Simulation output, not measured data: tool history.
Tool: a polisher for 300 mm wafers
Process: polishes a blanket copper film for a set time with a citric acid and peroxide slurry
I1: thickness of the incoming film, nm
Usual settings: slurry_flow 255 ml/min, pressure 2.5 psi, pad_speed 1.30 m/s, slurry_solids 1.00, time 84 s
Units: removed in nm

run 1 day=0.000 | slurry_flow=255 pressure=2.5 pad_speed=1.30 slurry_solids=0.90 time=84 | I1=1288.3 | removed=168.4
-- day=0.496 slurry blender recalibrated
run 2 day=0.517 | slurry_flow=255 pressure=2.5 pad_speed=1.30 slurry_solids=1.00 time=84 | I1=1283.0 | removed=183.3
run 3 day=0.867 | slurry_flow=255 pressure=2.5 pad_speed=1.30 slurry_solids=1.00 time=84 | I1=1268.0 | removed=181.4
run 4 day=1.367 | slurry_flow=255 pressure=2.5 pad_speed=1.30 slurry_solids=1.00 time=84 | I1=1295.9 | removed=179.4
run 5 day=1.938 | slurry_flow=255 pressure=2.5 pad_speed=1.30 slurry_solids=1.20 time=84 | I1=1283.4 | removed=187.4
run 6 day=2.192 | slurry_flow=255 pressure=2.5 pad_speed=1.30 slurry_solids=1.20 time=84 | I1=1250.4 | removed=186.5
-- day=2.450 worn pad replaced by a new one
run 7 day=2.908 | slurry_flow=255 pressure=2.5 pad_speed=1.30 slurry_solids=1.15 time=84 | I1=1260.6 | removed=182.6
run 8 day=3.533 | slurry_flow=255 pressure=2.5 pad_speed=1.30 slurry_solids=1.15 time=84 | I1=1286.3 | removed=181.9
run 9 day=4.212 | slurry_flow=255 pressure=2.5 pad_speed=1.30 slurry_solids=1.15 time=84 | I1=1245.5 | removed=182.6
run 10 day=4.538 | slurry_flow=255 pressure=2.5 pad_speed=1.30 slurry_solids=1.00 time=84 | I1=1277.8 | removed=174.5
run 11 day=5.008 | slurry_flow=255 pressure=2.5 pad_speed=1.30 slurry_solids=1.00 time=84 | I1=1249.7 | removed=172.4
run 12 day=5.262 | slurry_flow=255 pressure=2.1 pad_speed=1.30 slurry_solids=1.00 time=84 | I1=1268.1 | removed=143.7
run 13 day=5.533 | slurry_flow=255 pressure=2.5 pad_speed=1.30 slurry_solids=1.20 time=84 | I1=1278.5 | removed=183.7
-- day=6.238 worn pad replaced by a new one
-- day=6.304 slurry blender recalibrated
run 14 day=7.267 | slurry_flow=255 pressure=2.5 pad_speed=1.30 slurry_solids=1.00 time=84 | I1=1287.7 | removed=179.9
run 15 day=7.567 | slurry_flow=255 pressure=1.7 pad_speed=1.30 slurry_solids=1.30 time=56 | I1=1279.9 | removed=88.6
run 16 day=8.300 | slurry_flow=295 pressure=2.5 pad_speed=1.30 slurry_solids=1.00 time=63 | I1=1268.1 | removed=133.7
run 17 day=8.821 | slurry_flow=255 pressure=2.5 pad_speed=1.30 slurry_solids=1.00 time=84 | I1=1275.5 | removed=176.2
-- day=9.425 head pressure recalibrated
-- day=9.488 slurry nozzle cleaned
run 18 day=9.508 | slurry_flow=255 pressure=2.5 pad_speed=1.18 slurry_solids=1.25 time=84 | I1=1273.5 | removed=167.8
run 19 day=10.033 | slurry_flow=255 pressure=2.5 pad_speed=1.30 slurry_solids=0.80 time=84 | I1=1280.4 | removed=162.1
-- day=10.488 worn pad replaced by a new one
run 20 day=10.588 | slurry_flow=255 pressure=1.8 pad_speed=1.60 slurry_solids=1.15 time=76 | I1=1263.7 | removed=141.3
run 21 day=11.033 | slurry_flow=220 pressure=1.8 pad_speed=1.00 slurry_solids=1.00 time=101 | I1=1273.5 | removed=116.9
run 22 day=11.492 | slurry_flow=255 pressure=2.5 pad_speed=1.30 slurry_solids=1.25 time=84 | I1=1264.8 | removed=183.8
run 23 day=12.108 | slurry_flow=255 pressure=2.5 pad_speed=0.92 slurry_solids=1.25 time=84 | I1=1276.2 | removed=135.9

Some steps in removed between neighbouring runs. How much of each would the tool show without its hidden state too (settings, what came in, random variation), and how much is left for the hidden state, with any gauge scatter that isn't in both results?
The hidden state here: removal rate lost through wear of the pad, %; slurry flow missing at the pad, %; deviation of the head's pressure from its setpoint, %; abrasive missing from the slurry, %.
Run 1 -> 2: slurry_solids 0.90 -> 1.00, slurry blender recalibrated. removed +14.9 nm: hidden state +10.4, all else +4.5.
Run 13 -> 14: slurry_solids 1.20 -> 1.00, worn pad replaced by a new one, slurry blender recalibrated. removed -3.8 nm: hidden state +6.5, all else -10.3.
Run 14 -> 15: pressure 2.5 -> 1.7, slurry_solids 1.00 -> 1.30, time 84 -> 56. removed -91.3 nm: hidden state +1.9, all else -93.2.
Run 21 -> 22: slurry_flow 220 -> 255, pressure 1.8 -> 2.5, pad_speed 1.00 -> 1.30, slurry_solids 1.00 -> 1.25, time 101 -> 84. removed +66.9 nm: hidden state -4.9, all else +71.8.
